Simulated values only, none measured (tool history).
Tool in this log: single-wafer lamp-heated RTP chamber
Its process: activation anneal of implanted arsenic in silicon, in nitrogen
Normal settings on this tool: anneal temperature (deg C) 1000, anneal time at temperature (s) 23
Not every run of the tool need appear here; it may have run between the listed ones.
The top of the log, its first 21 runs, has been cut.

| run | hour | anneal temperature (deg C) | anneal time at temperature (s) | wafers since the last listed run | wafers since the last pyrometer calibration | wafers since the reflector plate was cleaned | hours since the gauge calibration | read-back reference wafer on the same gauge, sheet resistance | sheet resistance of the implanted and annealed layer (ohm/square) |
|---|---|---|---|---|---|---|---|---|---|
| 22 | 1281.8 | 980 | 27 | 1205 | 2331 | 7071 | 77.6 | 99.96 | 109.00 |
| 23 | 1340.6 | 974 | 31 | 1121 | 3453 | 8193 | 136.4 | 99.97 | 109.07 |
| 24 | 1405.9 | 978 | 31 | 1245 | 4699 | 9439 | 201.7 | 100.01 | 109.10 |
|  | 1414.4 | reflector plate cleaned |
| 25 | 1431.2 | 1000 | 23 | 330 | 5029 | 320 | 227.0 | 99.86 | 106.47 |
| 26 | 1462.4 | 1000 | 23 | 595 | 5624 | 915 | 258.2 | 99.93 | 106.60 |
| 27 | 1497.2 | 1017 | 15 | 663 | 6288 | 1579 | 293.0 | 100.10 | 106.23 |
| 28 | 1523.7 | 985 | 10 | 505 | 6794 | 2085 | 319.5 | 99.98 | 118.31 |
| 29 | 1592.9 | 1000 | 23 | 1320 | 8114 | 3405 | 388.7 | 100.00 | 105.75 |
| 30 | 1618.1 | 1022 | 35 | 480 | 8595 | 3886 | 413.9 | 100.06 | 94.63 |
|  | 1651.7 | pyrometer window cleaned and pyrometer calibrated |
| 31 | 1781.9 | 991 | 31 | 2972 | 2485 | 6858 | 577.7 | 99.99 | 104.88 |
| 32 | 1829.3 | 1014 | 23 | 904 | 3389 | 7763 | 625.1 | 99.98 | 101.41 |
| 33 | 1866.8 | 1000 | 23 | 715 | 4104 | 8478 | 662.6 | 99.94 | 105.31 |

Run 34 is up next; what results do you expect?
|  | 1904.5 | reflector plate cleaned |
| 34 | 1905.0 | 1000 | 23 | 576 | 4680 | 9 | 700.8 | ? | ? |

Run 34 gave read-back reference wafer on the same gauge, sheet resistance 99.96, sheet resistance of the implanted and annealed layer (ohm/square) 107.87.
Had the tool carried no hidden state, the very same run would have given sheet resistance of the implanted and annealed layer (ohm/square) 107.98.

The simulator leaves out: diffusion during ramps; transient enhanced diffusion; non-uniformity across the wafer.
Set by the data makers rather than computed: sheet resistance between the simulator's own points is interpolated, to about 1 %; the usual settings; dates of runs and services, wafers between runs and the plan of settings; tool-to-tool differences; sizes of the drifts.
